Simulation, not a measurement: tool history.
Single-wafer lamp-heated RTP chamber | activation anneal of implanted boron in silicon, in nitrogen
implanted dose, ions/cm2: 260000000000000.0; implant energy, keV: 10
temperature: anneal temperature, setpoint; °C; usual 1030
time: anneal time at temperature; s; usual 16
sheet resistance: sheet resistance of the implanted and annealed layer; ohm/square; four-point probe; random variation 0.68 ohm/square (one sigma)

| run | hour | temperature | time | read-back reference wafer on the same gauge, sheet resistance | sheet resistance |
|---|---|---|---|---|---|
| 1 | 0 | 1050 | 16 | 393.07 | 454.98 |
| 2 | 99.9 | 1030 | 16 | 393.19 | 454.56 |
| 3 | 129.1 | 1030 | 16 | 393.13 | 455.61 |
| 4 | 158.2 | 1022 | 16 | 392.87 | 456.07 |
| 5 | 181.6 | 1030 | 16 | 392.9 | 453.96 |
| 6 | 199.4 | 1030 | 16 | 392.81 | 455.27 |
| 7 | 214.4 | 1030 | 16 | 392.82 | 456.01 |
| 8 | 250.4 | 1030 | 16 | 393 | 455.76 |
| 9 | 274.9 | 1030 | 16 | 392.81 | 456.1 |
| 10 | 299.9 | 1030 | 16 | 392.82 | 455.66 |
| 11 | 312.8 | 1006 | 16 | 393.06 | 458.42 |
| 12 | 335.2 | 1006 | 16 | 392.97 | 460.89 |
| 13 | 354 | 1006 | 16 | 393.08 | 459.04 |
| 14 | 376.5 | 1030 | 16 | 393.04 | 455.03 |
| 15 | 406.4 | 1043 | 16 | 392.97 | 454.24 |
| 16 | 431.8 | 1006 | 11 | 392.88 | 461.03 |
|  | 455.5 | reflector plate cleaned |
| 17 | 456 | 1030 | 18 | 393.11 | 455.06 |
| 18 | 484 | 1030 | 16 | 393.02 | 454.35 |
|  | 569.2 | pyrometer window cleaned and pyrometer calibrated |
| 19 | 569.7 | 1021 | 21 | 393.18 | 455.31 |
| 20 | 580.3 | 1002 | 6 | 393.05 | 465.47 |
| 21 | 602.4 | 1002 | 21 | 393.07 | 459 |
| 22 | 623.5 | 1030 | 16 | 393.05 | 455.05 |
| 23 | 636.9 | 1030 | 16 | 392.99 | 456.85 |
| 24 | 669.6 | 1001 | 13 | 392.86 | 461.58 |
|  | 691.4 | gauge calibrated |
| 25 | 699 | 1030 | 16 | 392.77 | 455 |
| 26 | 725.6 | 1004 | 12 | 393.04 | 460.95 |
| 27 | 757.2 | 1046 | 24 | 393.06 | 450.52 |
| 28 | 783.9 | 1010 | 11 | 392.99 | 460.6 |
| 29 | 805.5 | 1030 | 16 | 392.77 | 456.34 |
| 30 | 826.7 | 1016 | 23 | 392.86 | 457.31 |
| 31 | 860.2 | 1030 | 16 | 393.22 | 454.84 |
| 32 | 886.5 | 1030 | 9 | 393.16 | 458.02 |
| 33 | 903.5 | 1030 | 25 | 393.05 | 453.42 |
| 34 | 938.9 | 1009 | 16 | 393.01 | 458.55 |
| 35 | 958.2 | 1011 | 24 | 393.15 | 456.33 |
| 36 | 984.8 | 1057 | 10 | 393.01 | 454.93 |

Forecast each of these 5 alternatives for the next run:
| A | 985.2 | 1055 | 16 | ? | ? |
| B | 985.2 | 1030 | 8 | ? | ? |
| C | 985.2 | 1020 | 8 | ? | ? |
| D | 985.2 | 1030 | 26 | ? | ? |
| E | 985.2 | 1030 | 20 | ? | ? |

| run | read-back reference wafer on the same gauge, sheet resistance | sheet resistance |
|---|---|---|
| A | 393.06 | 453.06 |
| B | 393.06 | 457.76 |
| C | 393.06 | 459.17 |
| D | 393.06 | 453.16 |
| E | 393.06 | 454.4 |
Without the tool's hidden state the same runs would have given:
| run | sheet resistance |
|---|---|
| A | 453.06 |
| B | 457.76 |
| C | 459.17 |
| D | 453.16 |
| E | 454.4 |
